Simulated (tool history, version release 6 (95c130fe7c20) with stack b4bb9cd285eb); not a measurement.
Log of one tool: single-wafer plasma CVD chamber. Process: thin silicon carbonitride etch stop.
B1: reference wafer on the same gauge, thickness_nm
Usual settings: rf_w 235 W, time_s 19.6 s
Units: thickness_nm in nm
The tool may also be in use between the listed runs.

{"run": 1, "hour": 0.0, "rf_w": 235, "time_s": 19.6, "B1": 11.202, "thickness_nm": 11.701}
{"run": 2, "hour": 68.9, "rf_w": 235, "time_s": 19.6, "B1": 11.201, "thickness_nm": 11.708}
{"run": 3, "hour": 145.0, "rf_w": 235, "time_s": 19.6, "B1": 11.199, "thickness_nm": 11.688}
{"run": 4, "hour": 222.4, "rf_w": 235, "time_s": 19.6, "B1": 11.202, "thickness_nm": 11.708}
{"run": 5, "hour": 350.0, "rf_w": 235, "time_s": 22.4, "B1": 11.204, "thickness_nm": 13.36}
{"run": 6, "hour": 409.3, "rf_w": 235, "time_s": 22.4, "B1": 11.194, "thickness_nm": 13.387}
{"run": 7, "hour": 477.4, "rf_w": 200, "time_s": 18.7, "B1": 11.204, "thickness_nm": 10.548}
{"run": 8, "hour": 541.9, "rf_w": 200, "time_s": 18.7, "B1": 11.198, "thickness_nm": 10.542}
{"run": 9, "hour": 584.2, "rf_w": 200, "time_s": 18.7, "B1": 11.205, "thickness_nm": 10.563}
{"run": 10, "hour": 622.8, "rf_w": 235, "time_s": 21.1, "B1": 11.203, "thickness_nm": 12.571}
{"run": 11, "hour": 679.0, "rf_w": 235, "time_s": 21.1, "B1": 11.202, "thickness_nm": 12.62}
{"run": 12, "hour": 770.0, "rf_w": 235, "time_s": 16.9, "B1": 11.201, "thickness_nm": 10.069}
{"run": 13, "hour": 858.7, "rf_w": 235, "time_s": 16.9, "B1": 11.201, "thickness_nm": 10.08}
{"hour": 922.3, "done": "RF generator calibrated"}
{"run": 14, "hour": 941.3, "rf_w": 235, "time_s": 16.9, "B1": 11.202, "thickness_nm": 10.176}
{"hour": 998.0, "done": "gauge calibrated"}
{"run": 15, "hour": 1014.0, "rf_w": 235, "time_s": 19.6, "B1": 11.196, "thickness_nm": 11.79}
{"run": 16, "hour": 1079.1, "rf_w": 270, "time_s": 20.8, "B1": 11.203, "thickness_nm": 13.081}
{"hour": 1123.5, "done": "showerhead replaced"}
{"run": 17, "hour": 1170.3, "rf_w": 270, "time_s": 17.1, "B1": 11.2, "thickness_nm": 10.741}
{"run": 18, "hour": 1220.6, "rf_w": 205, "time_s": 22.0, "B1": 11.198, "thickness_nm": 12.594}
{"hour": 1288.3, "done": "thermocouple changed; heater temperature recalibrated"}
{"run": 19, "hour": 1303.7, "rf_w": 215, "time_s": 19.6, "B1": 11.198, "thickness_nm": 11.427}
{"run": 20, "hour": 1395.4, "rf_w": 235, "time_s": 19.6, "B1": 11.198, "thickness_nm": 11.719}
{"run": 21, "hour": 1472.8, "rf_w": 235, "time_s": 19.6, "B1": 11.199, "thickness_nm": 11.715}
{"run": 22, "hour": 1512.6, "rf_w": 235, "time_s": 19.6, "B1": 11.204, "thickness_nm": 11.73}
{"run": 23, "hour": 1582.4, "rf_w": 265, "time_s": 23.5, "B1": 11.197, "thickness_nm": 14.605}
{"run": 24, "hour": 1688.5, "rf_w": 190, "time_s": 22.2, "B1": 11.201, "thickness_nm": 12.313}
{"run": 25, "hour": 1951.3, "rf_w": 250, "time_s": 22.2, "B1": 11.202, "thickness_nm": 13.509}
{"run": 26, "hour": 2018.5, "rf_w": 190, "time_s": 22.0, "B1": 11.197, "thickness_nm": 12.217}
{"run": 27, "hour": 2122.3, "rf_w": 220, "time_s": 22.8, "B1": 11.2, "thickness_nm": 13.289}
{"run": 28, "hour": 2219.2, "rf_w": 205, "time_s": 19.6, "B1": 11.209, "thickness_nm": 11.16}
{"hour": 2237.5, "done": "RF generator calibrated"}
{"run": 29, "hour": 2272.0, "rf_w": 235, "time_s": 17.1, "B1": 11.197, "thickness_nm": 10.299}
{"run": 30, "hour": 2351.5, "rf_w": 220, "time_s": 17.2, "B1": 11.198, "thickness_nm": 10.099}
{"run": 31, "hour": 2395.8, "rf_w": 265, "time_s": 16.1, "B1": 11.193, "thickness_nm": 10.079}
{"run": 32, "hour": 2443.5, "rf_w": 250, "time_s": 19.6, "B1": 11.21, "thickness_nm": 12.023}
{"run": 33, "hour": 2502.6, "rf_w": 270, "time_s": 16.6, "B1": 11.196, "thickness_nm": 10.418}
{"run": 34, "hour": 2595.9, "rf_w": 205, "time_s": 22.0, "B1": 11.197, "thickness_nm": 12.586}

Forecast each of these 5 alternatives for the next run:
{"run": "A", "hour": 2596.3, "rf_w": 235, "time_s": 19.6, "B1": "?", "thickness_nm": "?"}
{"run": "B", "hour": 2596.3, "rf_w": 200, "time_s": 19.6, "B1": "?", "thickness_nm": "?"}
{"run": "C", "hour": 2596.3, "rf_w": 265, "time_s": 21.4, "B1": "?", "thickness_nm": "?"}
{"run": "D", "hour": 2596.3, "rf_w": 270, "time_s": 17.4, "B1": "?", "thickness_nm": "?"}
{"run": "E", "hour": 2596.3, "rf_w": 275, "time_s": 22.3, "B1": "?", "thickness_nm": "?"}

run=A B1=11.211 thickness_nm=11.734
run=B B1=11.211 thickness_nm=11.111
run=C B1=11.211 thickness_nm=13.334
run=D B1=11.211 thickness_nm=10.909
run=E B1=11.211 thickness_nm=14.066
Without the tool's hidden state the same runs would have given:
run=A thickness_nm=11.812
run=B thickness_nm=11.185
run=C thickness_nm=13.423
run=D thickness_nm=10.981
run=E thickness_nm=14.159

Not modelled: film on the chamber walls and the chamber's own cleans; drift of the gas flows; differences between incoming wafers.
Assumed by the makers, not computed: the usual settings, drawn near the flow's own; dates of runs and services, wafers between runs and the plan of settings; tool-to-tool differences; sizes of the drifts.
